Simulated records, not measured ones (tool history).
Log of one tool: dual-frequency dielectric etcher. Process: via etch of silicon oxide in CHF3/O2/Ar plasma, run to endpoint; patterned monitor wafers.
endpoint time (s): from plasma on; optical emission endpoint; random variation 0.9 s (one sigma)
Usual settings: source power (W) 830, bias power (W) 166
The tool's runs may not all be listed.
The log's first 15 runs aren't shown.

run    hour  source power (W)  bias power (W)  wafers since the last listed run  hours since the last wet clean  hours since the last source power generator calibration  hours since the last bias power generator calibration  hours since the last upper electrode change  incoming incoming film thickness, nm  endpoint time (s)
      744.7  -- wet clean of the chamber
 16   747.8               830             166                                54                             3.1                                                   2181.6                                                 4413.6                                          232                                 600.2              291.4
 17   814.6               830             166                               364                            69.9                                                   2248.4                                                 4480.4                                        298.8                                 599.2              291.3
 18     854               630             166                               215                           109.3                                                   2287.8                                                 4519.8                                        338.2                                 601.6              328.8
 19   917.6               710             185                               347                           172.9                                                   2351.4                                                 4583.4                                        401.8                                 602.7                297
 20   988.5               700             187                               387                           243.8                                                   2422.3                                                 4654.3                                        472.7                                 598.3              296.1
      995.5  -- bias power generator calibrated
 21  1023.4              1030             145                               168                           278.7                                                   2457.2                                                   27.9                                        507.6                                 604.4              304.8
     1148.1  -- source power generator calibrated
 22  1227.2               720             166                              1091                           482.5                                                     79.1                                                  231.7                                        711.4                                 604.3              332.8
 23  1264.4               830             140                               203                           519.7                                                    116.3                                                  268.9                                        748.6                                 603.1              343.3
     1300.9  -- wet clean of the chamber
 24    1308               890             145                               107                             7.1                                                    159.9                                                  312.5                                        792.2                                 601.3              312.3
 25    1336               700             203                               152                            35.1                                                    187.9                                                  340.5                                        820.2                                 605.5              293.8
 26  1398.9               780             166                               343                              98                                                    250.8                                                  403.4                                        883.1                                 606.6              313.4
 27  1443.9               990             166                               245                             143                                                    295.8                                                  448.4                                        928.1                                 602.2              282.9
 28  1489.8               830             140                               250                           188.9                                                    341.7                                                  494.3                                          974                                   600              333.1
 29  1551.2               830             166                               335                           250.3                                                    403.1                                                  555.7                                       1035.4                                 603.3                305
 30  1611.4               650             185                               328                           310.5                                                    463.3                                                  615.9                                       1095.6                                 600.2              320.4
 31  1635.7               670             130                               132                           334.8                                                    487.6                                                  640.2                                       1119.9                                 595.8              379.6
 32  1668.7               990             135                               180                           367.8                                                    520.6                                                  673.2                                       1152.9                                 599.9              319.1
 33  1733.3               980             187                               352                           432.4                                                    585.2                                                  737.8                                       1217.5                                 603.3              274.3
 34  1763.8              1000             132                               166                           462.9                                                    615.7                                                  768.3                                         1248                                 609.1                330

Forecast each of these 5 alternatives for the next run:
  A  1764.3               700             166                                 2                           463.4                                                    616.2                                                  768.8                                       1248.5                                 603.5                  ?
  B  1764.3               880             126                                 2                           463.4                                                    616.2                                                  768.8                                       1248.5                                 603.5                  ?
  C  1764.3               630             150                                 2                           463.4                                                    616.2                                                  768.8                                       1248.5                                 603.5                  ?
  D  1764.3               660             201                                 2                           463.4                                                    616.2                                                  768.8                                       1248.5                                 603.5                  ?
  E  1764.3               900             142                                 2                           463.4                                                    616.2                                                  768.8                                       1248.5                                 603.5                  ?

run  endpoint time (s)
  A              334.4
  B              353.5
  C              368.4
  D              310.5
  E                328
Without the tool's hidden state the same runs would have given:
run  endpoint time (s)
  A              323.3
  B              341.8
  C              356.1
  D              300.1
  E              317.2
